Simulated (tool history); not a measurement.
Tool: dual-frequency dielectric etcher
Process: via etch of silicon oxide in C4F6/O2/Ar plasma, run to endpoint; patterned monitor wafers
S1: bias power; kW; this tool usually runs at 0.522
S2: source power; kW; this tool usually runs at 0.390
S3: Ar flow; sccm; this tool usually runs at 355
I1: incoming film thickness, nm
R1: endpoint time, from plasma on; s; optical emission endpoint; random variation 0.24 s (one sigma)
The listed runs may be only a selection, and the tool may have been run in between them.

Run 1, hour 0.0: usual settings; I1 162.5. Result: R1 34.4 s.
Run 2, hour 29.6: usual settings; I1 163.9. Result: R1 34.6 s.
Run 3, hour 77.4: usual settings but S2 0.460 kW; I1 164.0. Result: R1 31.9 s.
Run 4, hour 142.3: usual settings but S1 0.472 kW; I1 160.7. Result: R1 35.2 s.
Run 5, hour 178.0: usual settings but S1 0.472 kW; I1 163.9. Result: R1 35.7 s.
Run 6, hour 222.9: usual settings; I1 163.1. Result: R1 34.0 s.
At hour 257.2: source power generator calibrated.
Run 7, hour 257.7: usual settings but S2 0.340 kW; I1 164.2. Result: R1 36.4 s.
At hour 264.9: Ar flow controller replaced.
Run 8, hour 307.5: usual settings but S2 0.430 kW, S3 329 sccm; I1 163.5. Result: R1 31.9 s.
Run 9, hour 342.7: usual settings but S2 0.310 kW, S3 277 sccm; I1 164.1. Result: R1 37.3 s.
Run 10, hour 389.9: usual settings; I1 164.5. Result: R1 33.9 s.
At hour 421.1: wet clean of the chamber.
Run 11, hour 457.3: usual settings but S1 0.634 kW, S2 0.450 kW, S3 321 sccm; I1 164.2. Result: R1 29.8 s.
Run 12, hour 514.0: usual settings; I1 163.4. Result: R1 34.8 s.
At hour 538.6: bias power generator calibrated.
Run 13, hour 585.0: usual settings but S1 0.439 kW, S2 0.300 kW, S3 381 sccm; I1 163.7. Result: R1 42.9 s.
Run 14, hour 633.8: usual settings but S1 0.478 kW, S2 0.350 kW; I1 164.9. Result: R1 37.9 s.
Run 15, hour 701.4: usual settings but S1 0.408 kW, S2 0.290 kW, S3 317 sccm; I1 164.0. Result: R1 44.6 s.
Run 16, hour 760.1: usual settings but S2 0.340 kW, S3 381 sccm; I1 165.6. Result: R1 36.6 s.
At hour 835.8: wet clean of the chamber.
Run 17, hour 836.3: usual settings but S1 0.587 kW, S2 0.310 kW, S3 304 sccm; I1 165.3. Result: R1 37.2 s.
Run 18, hour 855.2: usual settings; I1 163.0. Result: R1 34.9 s.
Run 19, hour 918.9: usual settings but S2 0.430 kW; I1 163.1. Result: R1 33.1 s.
Run 20, hour 974.6: usual settings but S1 0.618 kW; I1 164.1. Result: R1 32.3 s.
Run 21, hour 1029.2: usual settings but S1 0.586 kW, S2 0.300 kW, S3 274 sccm; I1 165.1. Result: R1 37.1 s.
At hour 1063.4: upper electrode replaced.
Run 22, hour 1087.2: usual settings but S1 0.442 kW, S2 0.480 kW; I1 163.6. Result: R1 33.5 s.
Run 23, hour 1202.7: usual settings but S1 0.418 kW, S2 0.320 kW, S3 330 sccm; I1 164.5. Result: R1 42.0 s.
Run 24, hour 1261.3: usual settings; I1 163.2. Result: R1 33.8 s.
At hour 1330.0: wet clean of the chamber.
Run 25, hour 1450.4: usual settings; I1 164.0. Result: R1 35.1 s.
Run 26, hour 1504.7: usual settings but S1 0.457 kW, S2 0.440 kW, S3 268 sccm; I1 164.9. Result: R1 33.8 s.
Run 27, hour 1562.8: usual settings; I1 163.1. Result: R1 34.4 s.
Run 28, hour 1628.1: usual settings; I1 162.2. Result: R1 34.3 s.

List, for all runs, the conditions of the tool that the log does not record:
bias power that arrives over what is set, %: 0 in every run
source power that arrives over what is set, %: 0 in every run
Ar flow that arrives over what is set, %: 0 in every run
H1: etch rate over this chamber's usual, %
run      H1
  1   0.581
  2   0.786
  3    1.12
  4    1.57
  5    1.81
  6    2.12
  7    2.37
  8    2.71
  9    2.95
 10    3.28
 11   0.253
 12   0.646
 13    1.14
 14    1.48
 15    1.94
 16    2.35
 17  0.0037
 18   0.135
 19   0.576
 20   0.961
 21    1.34
 22    1.74
 23    2.54
 24    2.95
 25   0.604
 26   0.979
 27    1.38
 28    1.83
